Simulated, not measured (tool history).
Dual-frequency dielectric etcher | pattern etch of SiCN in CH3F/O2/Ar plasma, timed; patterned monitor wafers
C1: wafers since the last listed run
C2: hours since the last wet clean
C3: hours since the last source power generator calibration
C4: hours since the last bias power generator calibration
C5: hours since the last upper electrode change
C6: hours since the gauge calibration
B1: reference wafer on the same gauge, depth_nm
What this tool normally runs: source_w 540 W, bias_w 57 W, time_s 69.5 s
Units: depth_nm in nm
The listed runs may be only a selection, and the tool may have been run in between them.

Run 1, hour 0.0: usual settings but time_s 65.0 s; C1 0; C2 439.4; C3 1413.8; C4 1260.4; C5 0.5; C6 166.9; B1 26.48. Result: depth_nm 24.26 nm.
Run 2, hour 0.4: usual settings but time_s 65.0 s; C1 4; C2 439.8; C3 1414.2; C4 1260.8; C5 0.9; C6 167.3; B1 26.50. Result: depth_nm 24.25 nm.
Run 3, hour 12.1: usual settings but time_s 65.0 s; C1 144; C2 451.5; C3 1425.9; C4 1272.5; C5 12.6; C6 179.0; B1 26.48. Result: depth_nm 24.34 nm.
At hour 38.4: wet clean of the chamber.
Run 4, hour 38.9: usual settings but time_s 81.0 s; C1 34; C2 0.5; C3 1452.7; C4 1299.3; C5 39.4; C6 205.8; B1 26.50. Result: depth_nm 30.64 nm.
Run 5, hour 40.8: usual settings but time_s 80.0 s; C1 23; C2 2.4; C3 1454.6; C4 1301.2; C5 41.3; C6 207.7; B1 26.48. Result: depth_nm 30.22 nm.
Run 6, hour 52.7: usual settings but time_s 80.0 s; C1 146; C2 14.3; C3 1466.5; C4 1313.1; C5 53.2; C6 219.6; B1 26.48. Result: depth_nm 30.21 nm.
Run 7, hour 61.5: usual settings; C1 108; C2 23.1; C3 1475.3; C4 1321.9; C5 62.0; C6 228.4; B1 26.51. Result: depth_nm 26.14 nm.
Run 8, hour 108.9: usual settings; C1 585; C2 70.5; C3 1522.7; C4 1369.3; C5 109.4; C6 275.8; B1 26.50. Result: depth_nm 26.14 nm.
Run 9, hour 122.3: usual settings but source_w 660 W; C1 165; C2 83.9; C3 1536.1; C4 1382.7; C5 122.8; C6 289.2; B1 26.50. Result: depth_nm 29.13 nm.
Run 10, hour 139.4: usual settings; C1 211; C2 101.0; C3 1553.2; C4 1399.8; C5 139.9; C6 306.3; B1 26.49. Result: depth_nm 26.17 nm.
At hour 144.7: source power generator calibrated.
Run 11, hour 146.5: usual settings but bias_w 45 W; C1 38; C2 108.1; C3 1.8; C4 1406.9; C5 147.0; C6 313.4; B1 26.51. Result: depth_nm 25.05 nm.
Run 12, hour 159.6: usual settings; C1 161; C2 121.2; C3 14.9; C4 1420.0; C5 160.1; C6 326.5; B1 26.49. Result: depth_nm 26.86 nm.
Run 13, hour 170.6: usual settings but source_w 480 W, bias_w 63 W, time_s 58.5 s; C1 135; C2 132.2; C3 25.9; C4 1431.0; C5 171.1; C6 337.5; B1 26.50. Result: depth_nm 21.86 nm.
At hour 182.1: gauge calibrated.
Run 14, hour 184.9: usual settings but source_w 430 W; C1 176; C2 146.5; C3 40.2; C4 1445.3; C5 185.4; C6 2.8; B1 26.50. Result: depth_nm 23.53 nm.
Run 15, hour 202.4: usual settings but source_w 470 W, time_s 60.5 s; C1 216; C2 164.0; C3 57.7; C4 1462.8; C5 202.9; C6 20.3; B1 26.52. Result: depth_nm 21.46 nm.
Run 16, hour 211.4: usual settings; C1 111; C2 173.0; C3 66.7; C4 1471.8; C5 211.9; C6 29.3; B1 26.52. Result: depth_nm 26.68 nm.
Run 17, hour 223.0: usual settings but source_w 410 W, bias_w 53 W, time_s 76.0 s; C1 143; C2 184.6; C3 78.3; C4 1483.4; C5 223.5; C6 40.9; B1 26.51. Result: depth_nm 24.30 nm.
Run 18, hour 236.8: usual settings but time_s 52.5 s; C1 170; C2 198.4; C3 92.1; C4 1497.2; C5 237.3; C6 54.7; B1 26.49. Result: depth_nm 20.26 nm.
Run 19, hour 247.2: usual settings but bias_w 65 W, time_s 86.5 s; C1 128; C2 208.8; C3 102.5; C4 1507.6; C5 247.7; C6 65.1; B1 26.50. Result: depth_nm 34.85 nm.
At hour 256.9: bias power generator calibrated.
Run 20, hour 257.4: usual settings but bias_w 70 W, time_s 60.5 s; C1 76; C2 219.0; C3 112.7; C4 0.5; C5 257.9; C6 75.3; B1 26.50. Result: depth_nm 24.93 nm.
Run 21, hour 285.2: usual settings but source_w 490 W, bias_w 69 W, time_s 80.5 s; C1 343; C2 246.8; C3 140.5; C4 28.3; C5 285.7; C6 103.1; B1 26.49. Result: depth_nm 31.31 nm.
Run 22, hour 298.7: usual settings but time_s 61.0 s; C1 166; C2 260.3; C3 154.0; C4 41.8; C5 299.2; C6 116.6; B1 26.50. Result: depth_nm 23.54 nm.
Run 23, hour 305.7: usual settings; C1 86; C2 267.3; C3 161.0; C4 48.8; C5 306.2; C6 123.6; B1 26.50. Result: depth_nm 26.67 nm.
Run 24, hour 321.3: usual settings; C1 192; C2 282.9; C3 176.6; C4 64.4; C5 321.8; C6 139.2; B1 26.48. Result: depth_nm 26.61 nm.
Run 25, hour 333.6: usual settings; C1 151; C2 295.2; C3 188.9; C4 76.7; C5 334.1; C6 151.5; B1 26.48. Result: depth_nm 26.67 nm.
Run 26, hour 339.8: usual settings but source_w 580 W, bias_w 52 W, time_s 57.5 s; C1 76; C2 301.4; C3 195.1; C4 82.9; C5 340.3; C6 157.7; B1 26.49. Result: depth_nm 22.26 nm.
Run 27, hour 355.3: usual settings but source_w 660 W, bias_w 67 W; C1 191; C2 316.9; C3 210.6; C4 98.4; C5 355.8; C6 173.2; B1 26.49. Result: depth_nm 31.18 nm.
Run 28, hour 372.1: usual settings but source_w 600 W, bias_w 49 W, time_s 56.0 s; C1 207; C2 333.7; C3 227.4; C4 115.2; C5 372.6; C6 190.0; B1 26.48. Result: depth_nm 21.62 nm.
Run 29, hour 384.2: usual settings; C1 149; C2 345.8; C3 239.5; C4 127.3; C5 384.7; C6 202.1; B1 26.49. Result: depth_nm 26.55 nm.

Run-by-run hidden state of the tool:
bias power that arrives over what is set, %: 0 in every run
gauge reads high (%): 0 in every run
H1: etch rate over this chamber's usual, %
H2: source power that arrives over what is set, %
run       H1      H2
  1    -1.26   -4.61
  2    -1.26   -4.61
  3    -1.29   -4.65
  4  -0.0763   -4.73
  5   -0.081   -4.74
  6   -0.111   -4.77
  7   -0.133    -4.8
  8    -0.25   -4.95
  9   -0.284   -4.99
 10   -0.326   -5.05
 11   -0.344  -0.241
 12   -0.376  -0.282
 13   -0.404  -0.317
 14   -0.439  -0.362
 15   -0.483  -0.417
 16   -0.505  -0.446
 17   -0.534  -0.482
 18   -0.568  -0.526
 19   -0.594  -0.559
 20   -0.619  -0.591
 21   -0.689  -0.679
 22   -0.722  -0.721
 23    -0.74  -0.743
 24   -0.778  -0.792
 25   -0.809  -0.831
 26   -0.824  -0.851
 27   -0.863    -0.9
 28   -0.905  -0.953
 29   -0.935  -0.991

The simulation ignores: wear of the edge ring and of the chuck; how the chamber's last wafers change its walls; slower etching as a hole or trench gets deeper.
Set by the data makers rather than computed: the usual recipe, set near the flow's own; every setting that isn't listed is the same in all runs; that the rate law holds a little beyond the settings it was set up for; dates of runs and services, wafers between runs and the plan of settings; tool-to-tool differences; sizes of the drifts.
